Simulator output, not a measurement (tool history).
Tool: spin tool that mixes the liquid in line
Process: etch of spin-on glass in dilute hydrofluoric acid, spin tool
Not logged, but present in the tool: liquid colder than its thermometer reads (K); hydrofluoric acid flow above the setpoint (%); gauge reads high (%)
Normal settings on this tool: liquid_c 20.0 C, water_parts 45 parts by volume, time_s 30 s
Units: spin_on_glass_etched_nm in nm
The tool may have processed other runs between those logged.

run,hour,liquid_c,water_parts,time_s,wafers since the last listed run,hours since the thermometer was replaced,hours since the hydrofluoric acid flow meter was replaced,hours since the gauge calibration,"read-back film thickness of the spin-on glass reference wafer, read on the same gauge (nm)",spin_on_glass_etched_nm
1,0.0,20.0,45,30,0,219.1,659.3,1299.3,99.99,31.49
# hour 6.8: hydrofluoric acid flow meter replaced
2,39.2,20.0,45,30,749,258.3,32.4,1338.5,99.98,31.69
3,74.1,20.0,45,30,684,293.2,67.3,1373.4,99.97,31.59
4,136.8,20.0,45,30,1230,355.9,130.0,1436.1,100.02,31.48
5,163.1,20.0,45,30,516,382.2,156.3,1462.4,99.97,31.17
6,230.3,21.5,45,30,1318,449.4,223.5,1529.6,100.00,33.49
7,263.5,20.0,45,40,651,482.6,256.7,1562.8,99.97,41.65
8,429.0,20.0,45,40,3247,648.1,422.2,1728.3,99.99,41.31
9,470.3,20.0,45,20,810,689.4,463.5,1769.6,99.99,20.79
10,509.6,20.0,45,20,771,728.7,502.8,1808.9,99.97,20.74
11,558.8,20.0,45,30,965,777.9,552.0,1858.1,99.98,30.98
12,626.0,20.0,45,30,1318,845.1,619.2,1925.3,99.95,30.96
# hour 654.5: hydrofluoric acid flow meter replaced
13,683.6,20.0,45,30,1110,902.7,29.1,1982.9,99.94,30.73
# hour 720.8: gauge calibrated
14,735.0,20.0,45,30,1008,954.1,80.5,14.2,100.01,30.47
15,803.3,20.0,45,30,1340,1022.4,148.8,82.5,100.05,30.80
16,845.1,20.0,45,30,820,1064.2,190.6,124.3,99.99,30.75
17,872.1,17.0,25,50,529,1091.2,217.6,151.3,100.01,82.75
18,936.9,20.0,45,30,1271,1156.0,282.4,216.1,99.99,30.69
19,982.8,20.0,45,30,900,1201.9,328.3,262.0,99.99,30.67
20,1053.1,20.0,65,20,1379,1272.2,398.6,332.3,100.02,13.80
21,1111.9,20.0,50,30,1153,1331.0,457.4,391.1,99.97,27.38
22,1144.4,17.0,30,30,637,1363.5,489.9,423.6,99.98,40.60
# hour 1333.2: hydrofluoric acid flow meter replaced
23,1339.5,24.5,25,30,3808,1558.6,6.3,618.7,100.00,67.51
# hour 1421.7: thermometer replaced
24,1461.9,20.0,45,30,2382,40.2,128.7,741.1,100.06,31.84
25,1530.5,20.0,25,30,1346,108.8,197.3,809.7,100.00,57.92
26,1591.8,20.0,55,20,1202,170.1,258.6,871.0,100.01,17.00
27,1632.0,20.0,45,30,788,210.3,298.8,911.2,99.98,31.49
28,1679.6,17.0,65,15,934,257.9,346.4,958.8,100.04,9.38
29,1705.8,23.5,30,20,514,284.1,372.6,985.0,99.99,37.15
30,1741.9,20.0,45,30,708,320.2,408.7,1021.1,99.98,31.61
31,1781.1,20.0,45,30,769,359.4,447.9,1060.3,99.97,31.28
32,1844.3,17.0,65,40,1240,422.6,511.1,1123.5,99.99,24.91
# hour 1906.7: hydrofluoric acid flow meter replaced
33,1910.5,20.0,40,40,1279,488.8,3.8,1189.7,99.98,47.56
34,1957.0,20.0,45,30,912,535.3,50.3,1236.2,99.96,31.16

Consider 4 possible next runs. They are alternatives, not a sequence: every one starts from the tool as it was left by run 34. What does each give?
A,1957.4,20.0,45,30,7,535.7,50.7,1236.6,?,?
B,1957.4,17.0,60,30,7,535.7,50.7,1236.6,?,?
C,1957.4,22.0,50,40,7,535.7,50.7,1236.6,?,?
D,1957.4,20.0,25,45,7,535.7,50.7,1236.6,?,?

run,"read-back film thickness of the spin-on glass reference wafer, read on the same gauge (nm)",spin_on_glass_etched_nm
A,100.02,31.08
B,100.02,20.14
C,100.02,40.35
D,100.02,85.95
Without the tool's unlogged condition, the same runs would have read:
run,spin_on_glass_etched_nm
A,31.77
B,20.59
C,41.23
D,87.87
